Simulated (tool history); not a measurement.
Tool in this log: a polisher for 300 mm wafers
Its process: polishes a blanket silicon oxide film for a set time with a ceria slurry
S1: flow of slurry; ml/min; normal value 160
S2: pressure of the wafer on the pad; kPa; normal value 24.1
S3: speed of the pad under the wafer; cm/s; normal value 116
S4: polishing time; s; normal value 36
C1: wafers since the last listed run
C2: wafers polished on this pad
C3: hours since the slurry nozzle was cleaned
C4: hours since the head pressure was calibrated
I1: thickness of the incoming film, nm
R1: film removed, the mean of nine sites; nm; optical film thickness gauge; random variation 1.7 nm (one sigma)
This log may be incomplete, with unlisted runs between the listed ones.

Run 1, hour 0.0: usual settings; C1 0; C2 1382; C3 420.6; C4 146.1; I1 788.3. Result: R1 220.3 nm.
At hour 31.9: slurry nozzle cleaned.
Run 2, hour 35.3: usual settings; C1 310; C2 1693; C3 3.4; C4 181.4; I1 814.6. Result: R1 221.0 nm.
Run 3, hour 55.4: usual settings but S1 175 ml/min, S2 30.3 kPa; C1 182; C2 1875; C3 23.5; C4 201.5; I1 799.2. Result: R1 281.5 nm.
Run 4, hour 87.5: usual settings; C1 290; C2 2166; C3 55.6; C4 233.6; I1 796.4. Result: R1 219.7 nm.
At hour 94.0: worn pad replaced by a new one.
Run 5, hour 107.3: usual settings; C1 143; C2 120; C3 75.4; C4 253.4; I1 813.5. Result: R1 220.4 nm.
Run 6, hour 125.0: usual settings; C1 160; C2 280; C3 93.1; C4 271.1; I1 806.2. Result: R1 219.0 nm.
Run 7, hour 137.4: usual settings but S3 96 cm/s; C1 112; C2 393; C3 105.5; C4 283.5; I1 795.8. Result: R1 184.6 nm.
Run 8, hour 171.2: usual settings but S3 96 cm/s; C1 306; C2 699; C3 139.3; C4 317.3; I1 800.9. Result: R1 184.1 nm.
Run 9, hour 184.6: usual settings but S1 185 ml/min; C1 121; C2 820; C3 152.7; C4 330.7; I1 800.0. Result: R1 228.4 nm.
Run 10, hour 213.9: usual settings but S1 185 ml/min; C1 265; C2 1086; C3 182.0; C4 360.0; I1 801.9. Result: R1 225.4 nm.
Run 11, hour 235.1: usual settings; C1 192; C2 1278; C3 203.2; C4 381.2; I1 795.0. Result: R1 221.2 nm.
At hour 263.7: head pressure recalibrated.
Run 12, hour 268.6: usual settings; C1 285; C2 1563; C3 236.7; C4 4.9; I1 790.2. Result: R1 212.5 nm.
At hour 284.7: worn pad replaced by a new one.
Run 13, hour 299.0: usual settings; C1 239; C2 129; C3 267.1; C4 35.3; I1 804.3. Result: R1 215.6 nm.
Run 14, hour 314.7: usual settings; C1 142; C2 271; C3 282.8; C4 51.0; I1 793.3. Result: R1 217.0 nm.
Run 15, hour 327.7: usual settings but S1 135 ml/min, S2 26.2 kPa; C1 117; C2 389; C3 295.8; C4 64.0; I1 810.2. Result: R1 229.9 nm.
Run 16, hour 340.6: usual settings but S1 135 ml/min, S2 26.2 kPa; C1 116; C2 506; C3 308.7; C4 76.9; I1 792.4. Result: R1 228.2 nm.
Run 17, hour 374.8: usual settings but S2 15.9 kPa; C1 309; C2 816; C3 342.9; C4 111.1; I1 795.6. Result: R1 143.8 nm.
Run 18, hour 387.3: usual settings; C1 113; C2 929; C3 355.4; C4 123.6; I1 792.7. Result: R1 214.8 nm.
Run 19, hour 411.9: usual settings but S2 31.7 kPa, S4 31 s; C1 222; C2 1152; C3 380.0; C4 148.2; I1 805.0. Result: R1 247.1 nm.
Run 20, hour 431.6: usual settings; C1 178; C2 1331; C3 399.7; C4 167.9; I1 795.1. Result: R1 221.5 nm.
Run 21, hour 447.1: usual settings; C1 140; C2 1471; C3 415.2; C4 183.4; I1 816.0. Result: R1 219.2 nm.
Run 22, hour 466.9: usual settings but S1 120 ml/min, S4 46 s; C1 179; C2 1650; C3 435.0; C4 203.2; I1 796.3. Result: R1 265.5 nm.
At hour 480.1: slurry nozzle cleaned.
At hour 499.8: worn pad replaced by a new one.
Run 23, hour 552.6: usual settings but S1 175 ml/min; C1 731; C2 478; C3 72.5; C4 288.9; I1 799.7. Result: R1 223.7 nm.
Run 24, hour 575.0: usual settings; C1 202; C2 681; C3 94.9; C4 311.3; I1 797.9. Result: R1 221.4 nm.
Run 25, hour 598.4: usual settings but S1 205 ml/min; C1 212; C2 893; C3 118.3; C4 334.7; I1 798.4. Result: R1 230.2 nm.
At hour 621.7: head pressure recalibrated.
Run 26, hour 624.2: usual settings but S4 26 s; C1 215; C2 1109; C3 144.1; C4 2.5; I1 790.9. Result: R1 152.0 nm.
Run 27, hour 652.3: usual settings but S2 26.9 kPa, S3 92 cm/s, S4 30 s; C1 254; C2 1363; C3 172.2; C4 30.6; I1 802.6. Result: R1 160.5 nm.
Run 28, hour 685.2: usual settings but S1 180 ml/min, S2 17.9 kPa; C1 298; C2 1662; C3 205.1; C4 63.5; I1 801.6. Result: R1 164.7 nm.
At hour 708.3: worn pad replaced by a new one.
Run 29, hour 712.9: usual settings; C1 214; C2 41; C3 232.8; C4 91.2; I1 806.3. Result: R1 216.9 nm.
Run 30, hour 732.4: usual settings but S1 175 ml/min, S2 30.3 kPa; C1 176; C2 218; C3 252.3; C4 110.7; I1 807.9. Result: R1 270.7 nm.
Run 31, hour 760.7: usual settings but S1 105 ml/min, S2 20.0 kPa, S3 134 cm/s, S4 28 s; C1 256; C2 474; C3 280.6; C4 139.0; I1 802.0. Result: R1 146.6 nm.
Run 32, hour 793.3: usual settings but S1 205 ml/min, S3 144 cm/s; C1 295; C2 770; C3 313.2; C4 171.6; I1 798.3. Result: R1 275.1 nm.
Run 33, hour 808.4: usual settings; C1 136; C2 907; C3 328.3; C4 186.7; I1 810.2. Result: R1 219.5 nm.
Run 34, hour 826.5: usual settings; C1 163; C2 1071; C3 346.4; C4 204.8; I1 801.6. Result: R1 219.6 nm.
Run 35, hour 854.4: usual settings; C1 252; C2 1323; C3 374.3; C4 232.7; I1 794.2. Result: R1 221.6 nm.
Run 36, hour 890.3: usual settings but S1 115 ml/min, S2 21.4 kPa, S3 154 cm/s, S4 43 s; C1 325; C2 1649; C3 410.2; C4 268.6; I1 804.1. Result: R1 280.8 nm.
Run 37, hour 903.5: usual settings but S1 205 ml/min, S3 148 cm/s, S4 44 s; C1 119; C2 1768; C3 423.4; C4 281.8; I1 792.3. Result: R1 354.0 nm.

Each run again, without the hidden state but with its own random variation kept:
Hidden state at play: removal rate lost through wear of the pad, %; slurry flow missing at the pad, %; deviation of the head's pressure from its setpoint, %.
run     R1
  1  211.7
  2  211.4
  3  268.8
  4  209.2
  5  209.6
  6  208.1
  7  175.2
  8  174.5
  9  216.4
 10  213.4
 11  209.3
 12  211.5
 13  212.2
 14  212.6
 15  224.4
 16  222.1
 17  138.9
 18  207.1
 19  237.3
 20  212.2
 21  209.6
 22  253.4
 23  212.3
 24  209.9
 25  218.1
 26  151.6
 27  158.4
 28  160.9
 29  210.6
 30  261.7
 31  141.1
 32  263.7
 33  210.0
 34  209.8
 35  211.2
 36  267.0
 37  336.3
